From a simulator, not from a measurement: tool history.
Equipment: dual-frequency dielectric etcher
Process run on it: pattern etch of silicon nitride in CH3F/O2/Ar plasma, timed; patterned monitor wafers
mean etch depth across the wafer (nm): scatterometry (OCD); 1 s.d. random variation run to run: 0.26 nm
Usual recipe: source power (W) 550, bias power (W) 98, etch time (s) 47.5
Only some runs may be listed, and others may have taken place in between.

| run | hour | source power (W) | bias power (W) | etch time (s) | read-back reference wafer on the same gauge, depth_nm | mean etch depth across the wafer (nm) |
|---|---|---|---|---|---|---|
| 1 | 0.0 | 450 | 98 | 47.5 | 50.81 | 42.30 |
| 2 | 28.5 | 450 | 98 | 47.5 | 50.84 | 42.01 |
| 3 | 100.2 | 450 | 98 | 47.5 | 50.92 | 42.57 |
| 4 | 137.4 | 550 | 98 | 47.5 | 50.75 | 46.59 |
| 5 | 190.0 | 550 | 98 | 47.5 | 50.75 | 46.61 |
| 6 | 232.4 | 550 | 98 | 47.5 | 50.93 | 46.38 |
| 7 | 294.4 | 550 | 98 | 47.5 | 50.92 | 47.25 |
| 8 | 359.9 | 550 | 98 | 47.5 | 50.94 | 47.16 |
| 9 | 411.0 | 550 | 98 | 47.5 | 50.82 | 46.71 |
|  | 490.6 | wet clean of the chamber |
| 10 | 491.1 | 550 | 117 | 47.5 | 50.93 | 49.47 |
|  | 500.9 | source power generator calibrated |
| 11 | 510.2 | 550 | 98 | 47.5 | 50.86 | 45.85 |
| 12 | 557.4 | 550 | 98 | 47.5 | 50.96 | 45.70 |
| 13 | 585.1 | 550 | 98 | 47.5 | 50.85 | 46.09 |
|  | 588.9 | gauge calibrated |
| 14 | 611.2 | 550 | 98 | 47.5 | 50.90 | 46.46 |
| 15 | 651.2 | 550 | 98 | 47.5 | 50.90 | 46.12 |
| 16 | 683.2 | 550 | 98 | 47.5 | 50.99 | 46.31 |
| 17 | 755.7 | 410 | 81 | 35.0 | 50.83 | 27.55 |
|  | 811.0 | upper electrode replaced |
| 18 | 819.0 | 660 | 77 | 41.5 | 50.97 | 39.37 |
| 19 | 860.4 | 550 | 98 | 47.5 | 50.86 | 47.01 |
|  | 915.5 | bias power generator calibrated |
| 20 | 924.8 | 610 | 81 | 39.5 | 50.93 | 37.65 |
| 21 | 956.4 | 510 | 115 | 54.0 | 50.88 | 55.93 |
| 22 | 1004.6 | 440 | 98 | 47.5 | 50.96 | 42.59 |
|  | 1041.5 | wet clean of the chamber |
| 23 | 1042.0 | 550 | 83 | 47.5 | 50.88 | 43.22 |
| 24 | 1094.4 | 550 | 85 | 47.5 | 50.91 | 43.26 |
| 25 | 1132.7 | 550 | 98 | 47.5 | 50.84 | 46.93 |
| 26 | 1194.2 | 550 | 98 | 47.5 | 50.89 | 46.27 |
| 27 | 1252.9 | 420 | 75 | 42.5 | 50.89 | 32.71 |
| 28 | 1292.8 | 550 | 98 | 47.5 | 50.85 | 46.37 |
| 29 | 1363.0 | 500 | 116 | 56.0 | 50.96 | 57.53 |
| 30 | 1415.7 | 550 | 98 | 47.5 | 50.96 | 47.02 |

Forecast each of these 3 alternatives for the next run:
| A | 1416.1 | 550 | 98 | 47.5 | ? | ? |
| B | 1416.1 | 480 | 115 | 36.0 | ? | ? |
| C | 1416.1 | 620 | 78 | 55.0 | ? | ? |

| run | read-back reference wafer on the same gauge, depth_nm | mean etch depth across the wafer (nm) |
|---|---|---|
| A | 50.89 | 47.30 |
| B | 50.89 | 36.33 |
| C | 50.89 | 52.02 |
With no hidden state in the tool, these same runs would have given:
| run | mean etch depth across the wafer (nm) |
|---|---|
| A | 46.25 |
| B | 35.53 |
| C | 50.86 |
